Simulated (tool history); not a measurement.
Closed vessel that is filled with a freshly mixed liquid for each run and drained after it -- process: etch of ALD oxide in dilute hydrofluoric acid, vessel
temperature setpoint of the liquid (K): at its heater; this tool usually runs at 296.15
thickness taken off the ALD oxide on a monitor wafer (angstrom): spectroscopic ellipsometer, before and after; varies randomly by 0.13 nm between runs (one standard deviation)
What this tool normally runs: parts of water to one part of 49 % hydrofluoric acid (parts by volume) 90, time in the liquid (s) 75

| run | day | temperature setpoint of the liquid (K) | parts of water to one part of 49 % hydrofluoric acid (parts by volume) | time in the liquid (s) | read-back film thickness of the ALD oxide reference wafer, read on the same gauge (nm) | thickness taken off the ALD oxide on a monitor wafer (angstrom) |
|---|---|---|---|---|---|---|
| 1 | 0 | 294.65 | 90 | 75 | 130 | 179.5 |
| 2 | 1.421 | 294.65 | 90 | 75 | 130.01 | 179.1 |
| 3 | 2.25 | 294.65 | 90 | 75 | 130.05 | 175.6 |
| 4 | 3.3 | 296.15 | 75 | 75 | 129.97 | 229.5 |
| 5 | 4.742 | 296.15 | 75 | 75 | 129.97 | 230.1 |
| 6 | 6.146 | 296.15 | 75 | 75 | 130 | 227.7 |
| 7 | 6.983 | 296.15 | 90 | 75 | 129.98 | 186 |
| 8 | 7.592 | 296.15 | 90 | 75 | 129.99 | 184.8 |
| 9 | 8.438 | 296.15 | 90 | 75 | 130.02 | 185.2 |
| 10 | 9.538 | 296.15 | 90 | 75 | 129.96 | 186.1 |
| 11 | 10.467 | 296.15 | 90 | 75 | 130 | 186.4 |
| 12 | 11.375 | 296.15 | 90 | 75 | 130.03 | 184.5 |
| 13 | 12.567 | 296.15 | 90 | 75 | 130.01 | 186 |
| 14 | 13.425 | 296.15 | 60 | 75 | 130 | 286.8 |
| 15 | 13.929 | 296.15 | 60 | 75 | 129.98 | 285.7 |
|  | 16.154 | gauge calibrated |
| 16 | 18.379 | 298.15 | 90 | 75 | 130 | 200.9 |
| 17 | 19.758 | 299.65 | 55 | 115 | 129.97 | 557.3 |
| 18 | 21.179 | 296.15 | 90 | 75 | 129.95 | 183.6 |
|  | 22.058 | hydrofluoric acid flow meter replaced |
| 19 | 22.079 | 298.65 | 100 | 40 | 130.04 | 101.3 |
| 20 | 22.642 | 299.15 | 120 | 50 | 130 | 106.3 |
| 21 | 23.317 | 296.15 | 45 | 115 | 130.02 | 628.6 |
| 22 | 24.367 | 296.15 | 90 | 75 | 130.03 | 193 |
|  | 25.238 | thermometer replaced |
| 23 | 25.854 | 296.15 | 90 | 45 | 129.96 | 127.4 |
| 24 | 27.025 | 296.15 | 90 | 75 | 129.96 | 208.7 |
| 25 | 27.562 | 294.15 | 90 | 75 | 129.99 | 195.8 |
| 26 | 28.846 | 299.15 | 90 | 30 | 129.99 | 94.9 |
| 27 | 29.946 | 296.15 | 90 | 75 | 130.02 | 208.7 |
| 28 | 30.608 | 296.15 | 90 | 75 | 130.02 | 210.2 |
| 29 | 31.3 | 300.65 | 60 | 55 | 130.02 | 284.7 |
| 30 | 32.492 | 296.15 | 75 | 75 | 130 | 252.8 |
| 31 | 33.917 | 300.15 | 75 | 75 | 130.02 | 297.8 |

Predict each of these 3 candidate next runs independently; none follows another, all start after run 31:
| A | 33.946 | 296.15 | 90 | 100 | ? | ? |
| B | 33.946 | 296.15 | 125 | 55 | ? | ? |
| C | 33.946 | 298.65 | 90 | 75 | ? | ? |

| run | read-back film thickness of the ALD oxide reference wafer, read on the same gauge (nm) | thickness taken off the ALD oxide on a monitor wafer (angstrom) |
|---|---|---|
| A | 129.98 | 277.7 |
| B | 129.98 | 105.5 |
| C | 129.98 | 230.1 |
With no hidden state in the tool, these same runs would have given:
| run | thickness taken off the ALD oxide on a monitor wafer (angstrom) |
|---|---|
| A | 288.4 |
| B | 109.5 |
| C | 238.9 |
